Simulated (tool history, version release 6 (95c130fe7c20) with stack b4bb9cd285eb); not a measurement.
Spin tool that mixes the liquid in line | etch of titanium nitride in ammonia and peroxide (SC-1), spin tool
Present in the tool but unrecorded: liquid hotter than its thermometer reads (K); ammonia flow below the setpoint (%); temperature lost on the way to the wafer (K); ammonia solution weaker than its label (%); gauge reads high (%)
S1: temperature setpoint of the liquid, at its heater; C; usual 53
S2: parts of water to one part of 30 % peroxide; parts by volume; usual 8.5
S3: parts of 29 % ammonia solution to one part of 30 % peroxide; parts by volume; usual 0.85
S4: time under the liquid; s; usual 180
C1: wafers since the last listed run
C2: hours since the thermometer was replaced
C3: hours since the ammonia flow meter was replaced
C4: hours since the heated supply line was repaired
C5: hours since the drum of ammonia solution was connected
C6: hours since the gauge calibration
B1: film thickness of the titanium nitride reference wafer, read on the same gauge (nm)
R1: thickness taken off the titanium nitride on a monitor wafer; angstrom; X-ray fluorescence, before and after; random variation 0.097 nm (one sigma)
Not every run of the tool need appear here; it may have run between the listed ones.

run    hour    S1    S2    S3   S4    C1     C2      C3      C4     C5      C6     B1     R1
  1       0  55.5   8.5  0.85  180     0  854.2  1062.7  1625.2   94.3    2922  40.04  128.1
       77.8  -- gauge calibrated
         81  -- thermometer replaced
  2   180.7  55.5   8.5  0.85  180  1856   99.7  1243.4  1805.9    275   102.9  39.98  138.8
  3   250.3    57   8.5  0.85  180   718  169.3    1313  1875.5  344.6   172.5  39.99    155
  4   334.8    57   8.5  0.85  180   872  253.8  1397.5    1960  429.1     257  39.96  155.1
  5   408.5    53   8.5  0.85  100   761  327.5  1471.2  2033.7  502.8   330.7  39.97     66
  6   493.8    53   8.5  0.85  180   881  412.8  1556.5    2119  588.1     416  40.03  120.3
  7   558.4    50   8.5  0.85  285   667  477.4  1621.1  2183.6  652.7   480.6  40.05  158.3
      566.1  -- new drum of ammonia solution connected
  8   653.9    44   8.5   0.6  180   976  572.9  1716.6  2279.1   87.8   576.1  40.02   62.3
      675.2  -- thermometer replaced, repeated, since the last time left the tool worse
  9   706.8  44.5   5.5  0.55  180   536   31.6  1769.5    2332  140.7     629  39.98   64.5
 10   796.9    53     6  0.95  180   930  121.7  1859.6  2422.1  230.8   719.1  40.01  123.8
      841.2  -- ammonia flow meter replaced
      861.1  -- heated supply line repaired
 11   882.3  50.5  10.5  0.85  180   861  207.1    41.1    21.2  316.2   804.5  39.98     78
 12   943.1    53   8.5  0.85  180   628  267.9   101.9      82    377   865.3  40.01  102.3
 13  1002.2    53   8.5  0.85  180   610    327     161   141.1  436.1   924.4  40.03  102.5
 14  1066.5    53   8.5  0.85  145   664  391.3   225.3   205.4  500.4   988.7  39.99   82.6
 15  1141.8    53   5.5  0.85  180   777  466.6   300.6   280.7  575.7    1064  40.03  126.1
     1175.8  -- new drum of ammonia solution connected
 16  1242.1    53   8.5  0.85  180  1025  566.9   400.9     381   66.3  1164.3  39.98    107
 17  1489.8  48.5   5.5  0.65  125  2558  814.6   648.6   628.7    314    1412  39.98   64.7
 18  1596.3  43.5   5.5  0.85  140  1100  921.1   755.1   735.2  420.5  1518.5  40.03   52.9
 19  1654.2  49.5   8.5  0.95  180   598    979     813   793.1  478.4  1576.4     40   86.3
     1725.5  -- thermometer replaced
 20  1732.1    53   8.5  0.85  180   794    6.6   890.9     871  556.3  1654.3  40.03  100.7
 21  1773.4  49.5  11.5  0.85  180   426   47.9   932.2   912.3  597.6  1695.6  39.96   67.1
     1892.5  -- new drum of ammonia solution connected
 22  1950.8    61     7   1.1  100  1822  225.3  1109.6  1089.7   58.3    1873     40  109.6
 23  2000.2    63   8.5  0.85  135   510  274.7    1159  1139.1  107.7  1922.4  40.02  150.9

5 ways to go on from here, each from the tool as it stands after run 23. What would each give?
  A  2000.7    53  8.5  0.85  180   5  275.2  1159.5  1139.6  108.2  1922.9   ?   ?
  B  2000.7  50.5  5.5   1.2  280   5  275.2  1159.5  1139.6  108.2  1922.9   ?   ?
  C  2000.7    53  5.5     1  180   5  275.2  1159.5  1139.6  108.2  1922.9   ?   ?
  D  2000.7    53  8.5   1.2  180   5  275.2  1159.5  1139.6  108.2  1922.9   ?   ?
  E  2000.7    53    5  0.65  220   5  275.2  1159.5  1139.6  108.2  1922.9   ?   ?

run     B1     R1
  A  40.02    102
  B  40.02    171
  C  40.02  127.9
  D  40.02  107.2
  E  40.02  154.1
Stripped of hidden state, with their random variation kept, the same runs would have yielded:
run     R1
  A   98.9
  B  165.7
  C    124
  D  103.9
  E  149.4
